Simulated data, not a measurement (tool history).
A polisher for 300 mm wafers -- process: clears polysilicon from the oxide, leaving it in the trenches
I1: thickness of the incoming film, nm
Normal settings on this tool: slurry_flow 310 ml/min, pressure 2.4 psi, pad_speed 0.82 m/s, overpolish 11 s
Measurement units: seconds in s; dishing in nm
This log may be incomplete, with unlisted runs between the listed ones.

run 1 day=0 | slurry_flow=270 pressure=2.4 pad_speed=0.82 overpolish=11 | I1=573.5 | seconds=55.9 dishing=42
run 2 day=1.375 | slurry_flow=310 pressure=2.4 pad_speed=0.82 overpolish=11 | I1=563.4 | seconds=55.9 dishing=42.4
run 3 day=2.838 | slurry_flow=310 pressure=2.8 pad_speed=0.94 overpolish=11 | I1=570.2 | seconds=43 dishing=42.7
run 4 day=4.112 | slurry_flow=310 pressure=2.8 pad_speed=0.94 overpolish=11 | I1=570 | seconds=44.3 dishing=43.8
run 5 day=5.45 | slurry_flow=310 pressure=2.8 pad_speed=0.94 overpolish=11 | I1=569.2 | seconds=44 dishing=43.1
run 6 day=6.292 | slurry_flow=310 pressure=2.4 pad_speed=0.82 overpolish=14 | I1=573.5 | seconds=57.9 dishing=43.2
run 7 day=10.046 | slurry_flow=310 pressure=2.4 pad_speed=0.82 overpolish=11 | I1=571.4 | seconds=56 dishing=41.5
run 8 day=10.842 | slurry_flow=310 pressure=2.4 pad_speed=0.82 overpolish=11 | I1=566.7 | seconds=54.1 dishing=41.5
run 9 day=11.992 | slurry_flow=310 pressure=2.4 pad_speed=0.82 overpolish=11 | I1=574.3 | seconds=54.2 dishing=41.7
run 10 day=13.079 | slurry_flow=310 pressure=2.4 pad_speed=0.82 overpolish=11 | I1=568 | seconds=54.4 dishing=42.5
run 11 day=13.858 | slurry_flow=310 pressure=2.4 pad_speed=0.82 overpolish=11 | I1=575.5 | seconds=56.1 dishing=41.9
run 12 day=15.225 | slurry_flow=310 pressure=2.4 pad_speed=0.82 overpolish=11 | I1=572.1 | seconds=54.8 dishing=41.1
run 13 day=16.467 | slurry_flow=310 pressure=2.4 pad_speed=0.82 overpolish=11 | I1=567.2 | seconds=55.1 dishing=42.1
run 14 day=18.608 | slurry_flow=310 pressure=2.4 pad_speed=0.62 overpolish=11 | I1=567.5 | seconds=73.8 dishing=38.9
run 15 day=19.171 | slurry_flow=225 pressure=2.4 pad_speed=0.58 overpolish=13 | I1=566.4 | seconds=81.5 dishing=39.4
run 16 day=20.275 | slurry_flow=245 pressure=2.4 pad_speed=0.66 overpolish=11 | I1=576.7 | seconds=71.3 dishing=39.9
run 17 day=21.842 | slurry_flow=310 pressure=2.4 pad_speed=0.82 overpolish=17 | I1=581.5 | seconds=58.9 dishing=44.1
run 18 day=22.938 | slurry_flow=350 pressure=2 pad_speed=0.82 overpolish=18 | I1=574.1 | seconds=67.1 dishing=43.2
run 19 day=24.358 | slurry_flow=310 pressure=2.7 pad_speed=1.04 overpolish=14 | I1=573.2 | seconds=41.2 dishing=44.1
run 20 day=25.3 | slurry_flow=310 pressure=1.8 pad_speed=0.82 overpolish=11 | I1=582.4 | seconds=78.4 dishing=39.3
run 21 day=26.25 | slurry_flow=350 pressure=2.4 pad_speed=0.82 overpolish=11 | I1=563.6 | seconds=54.3 dishing=42.5
run 22 day=27.525 | slurry_flow=310 pressure=1.8 pad_speed=0.58 overpolish=11 | I1=577.6 | seconds=94.7 dishing=36.5
run 23 day=28.258 | slurry_flow=310 pressure=1.7 pad_speed=0.58 overpolish=6 | I1=575 | seconds=97.5 dishing=26.2
run 24 day=28.8 | slurry_flow=310 pressure=3.1 pad_speed=0.98 overpolish=11 | I1=574.4 | seconds=36.1 dishing=43.9
run 25 day=29.825 | slurry_flow=215 pressure=3.1 pad_speed=0.68 overpolish=17 | I1=576 | seconds=55.5 dishing=43.2
run 26 day=31.012 | slurry_flow=310 pressure=2.4 pad_speed=0.82 overpolish=6 | I1=573.1 | seconds=56.9 dishing=35.1
run 27 day=33.462 | slurry_flow=310 pressure=2.4 pad_speed=0.82 overpolish=11 | I1=569.2 | seconds=54.4 dishing=42
run 28 day=34.208 | slurry_flow=310 pressure=3 pad_speed=0.82 overpolish=11 | I1=573.6 | seconds=46.6 dishing=42.7
run 29 day=35.121 | slurry_flow=310 pressure=2.4 pad_speed=0.82 overpolish=11 | I1=567.5 | seconds=55 dishing=41.7
run 30 day=36.146 | slurry_flow=265 pressure=2.2 pad_speed=0.82 overpolish=11 | I1=568.4 | seconds=62.1 dishing=41.6
run 31 day=37.254 | slurry_flow=310 pressure=2.4 pad_speed=1.08 overpolish=15 | I1=563.1 | seconds=43 dishing=44
run 32 day=38.25 | slurry_flow=365 pressure=1.8 pad_speed=1.04 overpolish=11 | I1=573.3 | seconds=55.6 dishing=41.8
run 33 day=38.838 | slurry_flow=310 pressure=2.4 pad_speed=0.82 overpolish=11 | I1=573.6 | seconds=57.1 dishing=42.2
run 34 day=39.925 | slurry_flow=310 pressure=2.4 pad_speed=0.82 overpolish=11 | I1=569.6 | seconds=58 dishing=42.1
run 35 day=44.158 | slurry_flow=310 pressure=2.4 pad_speed=0.94 overpolish=11 | I1=569.6 | seconds=53.4 dishing=42.8

Put back what was entered between runs (7 entries, withheld): which listed runs does each sit between, and how does the hidden state differ from the listed run before to the listed run after?
After run 6, before run 7: worn pad replaced by a new one (day 7.092); head pressure recalibrated (day 9.225)
  deviation of the head's pressure from its setpoint, %: -9.65 -> -0.391
  measured value less the no-hidden-state value, seconds: +4.7 -> +0.2 s; dishing: -0.4 -> +0 nm
After run 13, before run 14: worn pad replaced by a new one (day 17.575)
  deviation of the head's pressure from its setpoint, %: -2.19 -> -3.43
  measured value less the no-hidden-state value, seconds: +1 -> +2.1 s; dishing: -0.1 -> -0.3 nm
After run 15, before run 16: slurry nozzle cleaned (day 19.938)
  deviation of the head's pressure from its setpoint, %: -3.81 -> -4.61
  measured value less the no-hidden-state value, seconds: +2.6 -> +2.7 s; dishing: -0.3 -> -0.3 nm
After run 20, before run 21: head pressure recalibrated (day 25.629)
  deviation of the head's pressure from its setpoint, %: -9.35 -> -0.352
  measured value less the no-hidden-state value, seconds: +6.2 -> +0.2 s; dishing: -0.8 -> +0 nm
After run 24, before run 25: worn pad replaced by a new one (day 28.975)
  deviation of the head's pressure from its setpoint, %: -0.688 -> -0.951
  measured value less the no-hidden-state value, seconds: +0.2 -> +0.5 s; dishing: +0 -> +0 nm
After run 33, before run 34: worn pad replaced by a new one (day 39.442)
  deviation of the head's pressure from its setpoint, %: -6.41 -> -7.45
  measured value less the no-hidden-state value, seconds: +3 -> +3.6 s; dishing: -0.4 -> -0.5 nm

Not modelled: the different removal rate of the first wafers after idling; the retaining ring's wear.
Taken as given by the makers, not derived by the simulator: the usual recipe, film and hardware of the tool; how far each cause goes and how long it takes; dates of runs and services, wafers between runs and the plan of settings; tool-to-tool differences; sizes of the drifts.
